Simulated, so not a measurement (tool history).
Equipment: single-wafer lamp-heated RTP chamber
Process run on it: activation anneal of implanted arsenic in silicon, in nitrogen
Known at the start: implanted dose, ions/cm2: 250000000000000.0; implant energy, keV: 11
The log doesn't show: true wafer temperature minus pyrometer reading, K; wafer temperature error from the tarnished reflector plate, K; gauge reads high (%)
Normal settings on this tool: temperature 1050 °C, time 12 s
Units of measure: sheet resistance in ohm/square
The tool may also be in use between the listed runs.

run,hour,temperature,time,wafers since the last listed run,wafers since the last pyrometer calibration,wafers since the reflector plate was cleaned,hours since the gauge calibration,"read-back reference wafer on the same gauge, sheet resistance",sheet resistance
1,0,1042,12,0,4608,2622,170.8,395.12,364.43
2,16.1,1042,12,254,4862,2876,186.9,395,364.2
# hour 29.3: reflector plate cleaned
3,52.1,1050,12,441,5303,359,222.9,394.92,362.98
4,87.7,1050,12,561,5865,921,258.5,394.94,363.25
5,109.2,1050,12,339,6205,1260,280,395.09,363.06
# hour 175.9: gauge calibrated
# hour 198: pyrometer window cleaned and pyrometer calibrated
# hour 218.2: reflector plate cleaned
6,218.7,1050,7,1475,200,8,42.8,395,370.59
7,245.1,1050,7,416,616,424,69.2,395.1,369.5
8,277.2,1050,12,506,1123,931,101.3,395.04,364.15
9,291.3,1031,10,222,1346,1154,115.4,394.99,369.68
10,317.2,1080,15,408,1754,1562,141.3,394.89,353.31
11,332.5,1050,16,241,1996,1804,156.6,395.02,360.25
12,344.7,1028,18,192,2188,1996,168.8,395.24,364.52
13,363.8,1050,10,301,2490,2298,187.9,395.08,365.19
14,385.1,1050,5,336,2826,2634,209.2,395.11,372.39

Here are 5 independent what-if runs from the current tool condition. What would each one return?
A,385.5,1030,12,6,2832,2640,209.6,?,?
B,385.5,1050,19,6,2832,2640,209.6,?,?
C,385.5,1071,16,6,2832,2640,209.6,?,?
D,385.5,1058,12,6,2832,2640,209.6,?,?
E,385.5,1069,5,6,2832,2640,209.6,?,?

run,"read-back reference wafer on the same gauge, sheet resistance",sheet resistance
A,395.04,367.99
B,395.04,357.36
C,395.04,353.09
D,395.04,361.08
E,395.04,368.04
The same runs, with their run-to-run variation unchanged, on a tool lacking any hidden condition would have given:
run,sheet resistance
A,370
B,360.18
C,356.16
D,363.56
E,369.9
